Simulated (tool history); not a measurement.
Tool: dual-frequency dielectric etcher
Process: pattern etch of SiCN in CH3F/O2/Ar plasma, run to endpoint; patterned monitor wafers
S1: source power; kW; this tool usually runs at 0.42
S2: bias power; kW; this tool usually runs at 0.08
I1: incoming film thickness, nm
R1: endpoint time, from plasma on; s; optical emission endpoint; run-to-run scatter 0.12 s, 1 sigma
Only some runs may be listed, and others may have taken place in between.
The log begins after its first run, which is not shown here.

run 2 day=0.488 | S1=0.5 S2=0.08 | I1=13.77 | R1=32.6
run 3 day=0.867 | S1=0.42 S2=0.08 | I1=13.9 | R1=34.6
run 4 day=1.404 | S1=0.42 S2=0.08 | I1=13.99 | R1=34.8
run 5 day=2.017 | S1=0.42 S2=0.089 | I1=13.99 | R1=33.9
run 6 day=2.696 | S1=0.42 S2=0.089 | I1=13.69 | R1=33.2
run 7 day=3.154 | S1=0.42 S2=0.08 | I1=13.87 | R1=34.5
run 8 day=3.621 | S1=0.42 S2=0.08 | I1=13.78 | R1=34.4
run 9 day=4.192 | S1=0.42 S2=0.08 | I1=13.62 | R1=33.8
-- day=5.888 wet clean of the chamber
run 10 day=5.908 | S1=0.42 S2=0.08 | I1=13.71 | R1=34.8
run 11 day=5.921 | S1=0.42 S2=0.08 | I1=13.92 | R1=35.3
run 12 day=5.938 | S1=0.42 S2=0.08 | I1=13.76 | R1=34.9
-- day=6.154 bias power generator calibrated
run 13 day=6.417 | S1=0.46 S2=0.093 | I1=13.77 | R1=32.8
run 14 day=6.962 | S1=0.42 S2=0.08 | I1=13.87 | R1=35.1
run 15 day=7.229 | S1=0.49 S2=0.075 | I1=13.83 | R1=34
-- day=8.517 source power generator calibrated
run 16 day=8.854 | S1=0.49 S2=0.075 | I1=13.62 | R1=33.3
run 17 day=9.317 | S1=0.51 S2=0.073 | I1=13.89 | R1=33.5
run 18 day=9.721 | S1=0.42 S2=0.094 | I1=13.77 | R1=33.3
run 19 day=10.15 | S1=0.46 S2=0.094 | I1=13.77 | R1=32.3
run 20 day=10.733 | S1=0.42 S2=0.08 | I1=13.68 | R1=34.4
-- day=11.796 upper electrode replaced
run 21 day=11.817 | S1=0.5 S2=0.094 | I1=14.01 | R1=31.9
run 22 day=11.833 | S1=0.42 S2=0.097 | I1=13.9 | R1=33
run 23 day=11.883 | S1=0.39 S2=0.086 | I1=13.83 | R1=34.7
run 24 day=12.35 | S1=0.51 S2=0.08 | I1=13.77 | R1=32.2

Forecast run 25:
run 25 day=12.658 | S1=0.49 S2=0.09 | I1=13.71 | R1=?

Run 25 yielded R1 31.7 s.
Were there no unlogged condition in the tool, this run, its random variation unchanged, would have produced R1 32.3 s.
